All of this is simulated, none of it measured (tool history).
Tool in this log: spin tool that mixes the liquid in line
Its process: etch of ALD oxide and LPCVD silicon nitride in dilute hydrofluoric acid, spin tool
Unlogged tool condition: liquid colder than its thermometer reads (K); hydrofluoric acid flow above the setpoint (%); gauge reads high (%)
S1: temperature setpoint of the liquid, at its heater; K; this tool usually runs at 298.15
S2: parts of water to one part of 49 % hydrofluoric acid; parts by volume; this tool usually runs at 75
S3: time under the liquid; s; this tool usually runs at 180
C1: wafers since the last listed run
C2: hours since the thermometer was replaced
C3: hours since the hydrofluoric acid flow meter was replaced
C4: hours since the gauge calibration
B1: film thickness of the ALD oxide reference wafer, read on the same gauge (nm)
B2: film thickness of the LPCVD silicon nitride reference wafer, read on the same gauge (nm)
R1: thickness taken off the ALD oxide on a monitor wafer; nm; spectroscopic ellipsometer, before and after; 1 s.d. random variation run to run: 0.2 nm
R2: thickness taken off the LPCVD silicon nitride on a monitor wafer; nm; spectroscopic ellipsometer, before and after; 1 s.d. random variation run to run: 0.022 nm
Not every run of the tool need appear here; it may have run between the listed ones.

{"run": 1, "hour": 0.0, "S1": 298.15, "S2": 95, "S3": 100, "C1": 0, "C2": 3.7, "C3": 1948, "C4": 703.5, "B1": 39.99, "B2": 109.965, "R1": 17.88, "R2": 0.494}
{"run": 2, "hour": 24.2, "S1": 298.15, "S2": 95, "S3": 100, "C1": 132, "C2": 27.9, "C3": 1972.2, "C4": 727.7, "B1": 39.98, "B2": 109.987, "R1": 17.92, "R2": 0.498}
{"run": 3, "hour": 52.6, "S1": 298.15, "S2": 95, "S3": 100, "C1": 156, "C2": 56.3, "C3": 2000.6, "C4": 756.1, "B1": 40.01, "B2": 109.971, "R1": 17.95, "R2": 0.503}
{"run": 4, "hour": 97.0, "S1": 298.15, "S2": 75, "S3": 180, "C1": 243, "C2": 100.7, "C3": 2045, "C4": 800.5, "B1": 40.03, "B2": 110.015, "R1": 42.34, "R2": 1.114}
{"run": 5, "hour": 306.3, "S1": 298.15, "S2": 75, "S3": 180, "C1": 1149, "C2": 310, "C3": 2254.3, "C4": 1009.8, "B1": 40, "B2": 110.02, "R1": 42.25, "R2": 1.158}
{"run": 6, "hour": 334.9, "S1": 298.15, "S2": 55, "S3": 130, "C1": 157, "C2": 338.6, "C3": 2282.9, "C4": 1038.4, "B1": 39.99, "B2": 110.01, "R1": 43, "R2": 1.104}
{"hour": 343.0, "done": "gauge calibrated"}
{"run": 7, "hour": 363.3, "S1": 298.15, "S2": 55, "S3": 130, "C1": 156, "C2": 367, "C3": 2311.3, "C4": 20.3, "B1": 40.02, "B2": 109.987, "R1": 42.86, "R2": 1.086}
{"run": 8, "hour": 411.5, "S1": 298.15, "S2": 55, "S3": 130, "C1": 264, "C2": 415.2, "C3": 2359.5, "C4": 68.5, "B1": 39.97, "B2": 109.995, "R1": 42.92, "R2": 1.174}
{"run": 9, "hour": 437.3, "S1": 294.65, "S2": 75, "S3": 180, "C1": 141, "C2": 441, "C3": 2385.3, "C4": 94.3, "B1": 39.99, "B2": 109.975, "R1": 37.23, "R2": 0.884}
{"run": 10, "hour": 490.4, "S1": 294.65, "S2": 75, "S3": 180, "C1": 291, "C2": 494.1, "C3": 2438.4, "C4": 147.4, "B1": 39.99, "B2": 110.015, "R1": 36.97, "R2": 0.9}
{"hour": 536.8, "done": "hydrofluoric acid flow meter replaced"}
{"run": 11, "hour": 558.1, "S1": 298.15, "S2": 75, "S3": 180, "C1": 366, "C2": 561.8, "C3": 21.3, "C4": 215.1, "B1": 39.96, "B2": 110.013, "R1": 38.17, "R2": 1.006}

For run 12, what comes out?
{"run": 12, "hour": 608.7, "S1": 298.15, "S2": 75, "S3": 85, "C1": 277, "C2": 612.4, "C3": 71.9, "C4": 265.7, "B1": "?", "B2": "?", "R1": "?", "R2": "?"}

Run 12 yielded B1 39.98, B2 110.016, R1 18.02 nm, R2 0.505 nm.
With the hidden condition absent and the run-to-run variation left alone, this run would have shown R1 17.91 nm, R2 0.502 nm.

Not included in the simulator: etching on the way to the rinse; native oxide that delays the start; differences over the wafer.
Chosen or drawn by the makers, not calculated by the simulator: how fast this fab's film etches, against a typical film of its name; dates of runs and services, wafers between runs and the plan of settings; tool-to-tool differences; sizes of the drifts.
